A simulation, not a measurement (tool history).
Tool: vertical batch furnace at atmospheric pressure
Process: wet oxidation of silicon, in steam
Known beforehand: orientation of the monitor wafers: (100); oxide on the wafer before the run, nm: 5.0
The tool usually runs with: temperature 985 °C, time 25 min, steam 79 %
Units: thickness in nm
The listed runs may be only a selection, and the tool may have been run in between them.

run,hour,temperature,time,steam,wafers since the last listed run,hours since the last temperature calibration,hours since the steam generator was serviced,hours since the gauge calibration,"read-back reference wafer on the same gauge, thickness",thickness
1,0,994,25,75,0,1996.7,2753.6,413.3,128.91,167.95
2,24,985,21,79,543,2020.7,2777.6,437.3,128.99,141.31
3,40.5,985,25,79,373,2037.2,2794.1,453.8,129.09,161.35
4,59.9,985,25,75,438,2056.6,2813.5,473.2,128.9,154.52
5,87.2,985,25,75,617,2083.9,2840.8,500.5,128.97,154.54
6,101.1,985,25,75,314,2097.8,2854.7,514.4,128.97,154.46
7,128.1,985,25,79,610,2124.8,2881.7,541.4,129.04,161.05
8,150.8,985,25,79,513,2147.5,2904.4,564.1,129.07,161.21
9,178.8,993,29.5,79,633,2175.5,2932.4,592.1,128.95,197.79
10,202,985,25,79,524,2198.7,2955.6,615.3,128.96,160.81
11,225.8,985,25,79,538,2222.5,2979.4,639.1,128.95,160.59
12,239.3,985,25,79,305,2236,2992.9,652.6,129.16,160.29
13,272.1,985,25,79,742,2268.8,3025.7,685.4,128.96,160.4
14,288.6,985,28.5,87,373,2285.3,3042.2,701.9,128.98,192.83
15,322,985,28.5,87,755,2318.7,3075.6,735.3,129,192.31
# hour 346.3: steam generator serviced
16,346.8,985,28.5,87,18,2343.5,0.5,760.1,129.1,191.53
17,356.6,985,25,79,221,2353.3,10.3,769.9,128.95,161.35
# hour 397.5: thermocouples replaced and temperature profile calibrated
18,427.5,985,25,79,1061,30,81.2,840.8,128.86,160.39
19,439.7,1003,25,74,276,42.2,93.4,853,129.09,182.38
20,457.6,985,25,79,405,60.1,111.3,870.9,128.94,161.97
# hour 484.1: gauge calibrated
21,551.5,977,35.5,88,2124,154,205.2,67.4,128.88,212.27
22,582.6,985,25,79,703,185.1,236.3,98.5,129.05,160.77
23,609.8,985,25,87,615,212.3,263.5,125.7,128.88,174.48
24,642.7,985,20,79,744,245.2,296.4,158.6,128.93,134.76
25,662.8,985,35,79,454,265.3,316.5,178.7,128.89,210.4
26,690.9,985,25,79,635,293.4,344.6,206.8,128.95,161.19
27,723.8,985,25,79,744,326.3,377.5,239.7,129.15,160.24
28,738.4,985,29,79,330,340.9,392.1,254.3,129.07,181.53
29,774.3,985,25,79,812,376.8,428,290.2,129.05,161.57
30,790.4,1005,25,87,364,392.9,444.1,306.3,128.93,209.26
31,816.3,964,25,79,586,418.8,470,332.2,128.95,128.13
32,851.3,997,25,73,791,453.8,505,367.2,129,169.82
33,866.9,985,25,91,352,469.4,520.6,382.8,129.09,179.43
34,884.7,977,25,84,402,487.2,538.4,400.6,129.12,155.75
35,980.3,1002,25,85,2163,582.8,634,496.2,128.86,200.6
36,1011.6,992,33,79,708,614.1,665.3,527.5,128.92,214.06
37,1042.1,968,25,79,690,644.6,695.8,558,129.01,134.67
38,1059.4,965,25,68,391,661.9,713.1,575.3,129.12,114.93
39,1073.5,985,25,79,319,676,727.2,589.4,128.88,159.67

Each row is a separate what-if for the run after 39, all from the same tool condition, not one after another. Results?
A,1077,985,25,79,79,679.5,730.7,592.9,?,?
B,1077,970,25,79,79,679.5,730.7,592.9,?,?
C,1077,977,33.5,79,79,679.5,730.7,592.9,?,?

run,"read-back reference wafer on the same gauge, thickness",thickness
A,128.94,160.47
B,128.94,137.21
C,128.94,186.67
Take away the tool's hidden state, keep each run's random variation, and the runs would have read:
run,thickness
A,160.47
B,137.21
C,186.67
